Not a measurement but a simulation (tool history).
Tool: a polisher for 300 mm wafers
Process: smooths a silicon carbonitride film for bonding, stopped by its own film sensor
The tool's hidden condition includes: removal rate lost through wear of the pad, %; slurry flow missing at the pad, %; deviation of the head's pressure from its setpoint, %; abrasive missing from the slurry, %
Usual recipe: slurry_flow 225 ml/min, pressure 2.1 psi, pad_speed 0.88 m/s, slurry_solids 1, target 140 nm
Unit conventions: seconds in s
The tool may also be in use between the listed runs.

run    hour  slurry_flow  pressure  pad_speed  slurry_solids  target  wafers since the last listed run  wafers polished on this pad  hours since the slurry nozzle was cleaned  hours since the head pressure was calibrated  hours since the slurry blender was calibrated  incoming thickness of the incoming film, nm  seconds
  1       0          225       2.1       0.88              1     140                                 0                         2573                                      473.1                                         446.3                                          556.2                                          159     72.2
       75.4  -- slurry blender recalibrated
  2     101          225       2.1       0.88              1     140                               951                         3524                                      574.1                                         547.3                                           25.6                                        158.3     70.6
      132.9  -- head pressure recalibrated
  3   156.9          225       2.1       0.88              1     140                               518                         4043                                        630                                            24                                           81.5                                        159.5     75.1
  4   255.7          225       2.1       0.88              1     140                               949                         4992                                      728.8                                         122.8                                          180.3                                        159.4     76.1
      276.5  -- worn pad replaced by a new one
  5   428.3          225       2.3       0.88              1     140                              1620                         1459                                      901.4                                         295.4                                          352.9                                        159.9     72.7
      442.7  -- slurry nozzle cleaned
  6   532.9          225       2.3       0.88              1     140                               995                         2455                                       90.2                                           400                                          457.5                                        159.3     73.5
  7   615.5          225       2.1       0.88              1     140                               794                         3249                                      172.8                                         482.6                                          540.1                                        159.9     82.5
  8   660.7          225       2.1       0.88              1     140                               434                         3683                                        218                                         527.8                                          585.3                                        161.4     88.9
      730.8  -- head pressure recalibrated
      744.9  -- slurry blender recalibrated
  9   758.1          225       2.3       0.88              1     137                               897                         4581                                      315.4                                          27.3                                           13.2                                        158.4     87.3
 10   816.4          225       1.7       0.88              1     140                               560                         5142                                      373.7                                          85.6                                           71.5                                        162.3    111.5
 11   898.5          225       2.1       0.88              1     140                               789                         5931                                      455.8                                         167.7                                          153.6                                        157.6     76.2
        914  -- worn pad replaced by a new one
 12   937.4          225       2.8       0.88              1     140                               335                          224                                      494.7                                         206.6                                          192.5                                        159.9     68.8
 13     999          160       2.1       0.68              1     140                               592                          817                                      556.3                                         268.2                                          254.1                                        162.4    127.8
 14    1063          250       1.7       0.88            1.3     140                               615                         1432                                      620.3                                         332.2                                          318.1                                        162.3     99.2
     1148.6  -- slurry nozzle cleaned, repeated, since the last time left the tool worse
 15  1154.2          160       2.1       0.72              1     140                               867                         2299                                        5.6                                         423.4                                          409.3                                          158     79.6
 16  1241.2          225       2.3       0.64              1     147                               836                         3135                                       92.6                                         510.4                                          496.3                                        157.7       45
 17  1325.6          170       2.1       0.88              1     140                               811                         3947                                        177                                         594.8                                          580.7                                        160.5     81.4
     1381.6  -- head pressure recalibrated
     1400.2  -- slurry blender recalibrated
 18  1402.7          225       1.9       0.88              1     137                               702                         4650                                      254.1                                          21.1                                            2.5                                        160.2       96
 19  1450.2          160       2.1       1.12            0.7     142                               456                         5106                                      301.6                                          68.6                                             50                                        161.2     79.7
 20  1501.4          225       2.1       0.88              1     140                               492                         5598                                      352.8                                         119.8                                          101.2                                        160.1     76.9
     1549.9  -- worn pad replaced by a new one
 21  1605.3          260       1.6       0.88              1     140                               960                          532                                      456.7                                         223.7                                          205.1                                        159.3     87.7
 22  1653.3          225       2.1       0.88              1     140                               461                          994                                      504.7                                         271.7                                          253.1                                        162.7       89
 23  1758.1          225       2.1       0.88              1     140                              1007                         2001                                      609.5                                         376.5                                          357.9                                        161.8       84
 24  1798.9          225       2.1       1.08              1     134                               392                         2393                                      650.3                                         417.3                                          398.7                                        160.9     90.7
 25  1893.6          150       2.7       0.88              1     140                               910                         3304                                        745                                           512                                          493.4                                        160.5       70
     1895.5  -- slurry nozzle cleaned
     1947.3  -- head pressure recalibrated
     1948.6  -- slurry blender recalibrated
 26    1961          225       1.8       0.88              1     135                               606                         3910                                       65.5                                          13.7                                           12.4                                        163.5    120.4
 27    2057          225       2.1       0.88              1     140                               922                         4833                                      161.5                                         109.7                                          108.4                                        161.6     82.2
     2116.8  -- worn pad replaced by a new one
 28  2136.2          225       2.1       0.88              1     134                               722                          186                                      240.7                                         188.9                                          187.6                                        159.6     98.2
 29  2196.1          190       2.1        0.7           1.15     146                               575                          762                                      300.6                                         248.8                                          247.5                                        159.2     56.9
 30  2248.3          225       2.1       0.88              1     140                               501                         1264                                      352.8                                           301                                          299.7                                        160.6     79.7

Alternative continuations, all from the tool just after run 30; predict every row:
  A  2248.8          185       2.1       0.88              1     140                                 4                         1268                                      353.3                                         301.5                                          300.2                                        162.5        ?
  B  2248.8          225       2.1       0.88            1.3     137                                 4                         1268                                      353.3                                         301.5                                          300.2                                        162.5        ?
  C  2248.8          145       2.1       0.88           1.25     140                                 4                         1268                                      353.3                                         301.5                                          300.2                                        162.5        ?
  D  2248.8          260       2.1       0.62           1.25     133                                 4                         1268                                      353.3                                         301.5                                          300.2                                        162.5        ?

run  seconds
  A     89.4
  B     88.6
  C     86.5
  D    124.4
What these runs would have given with no unlogged condition in the tool:
run  seconds
  A     87.1
  B     86.8
  C     83.7
  D    122.2
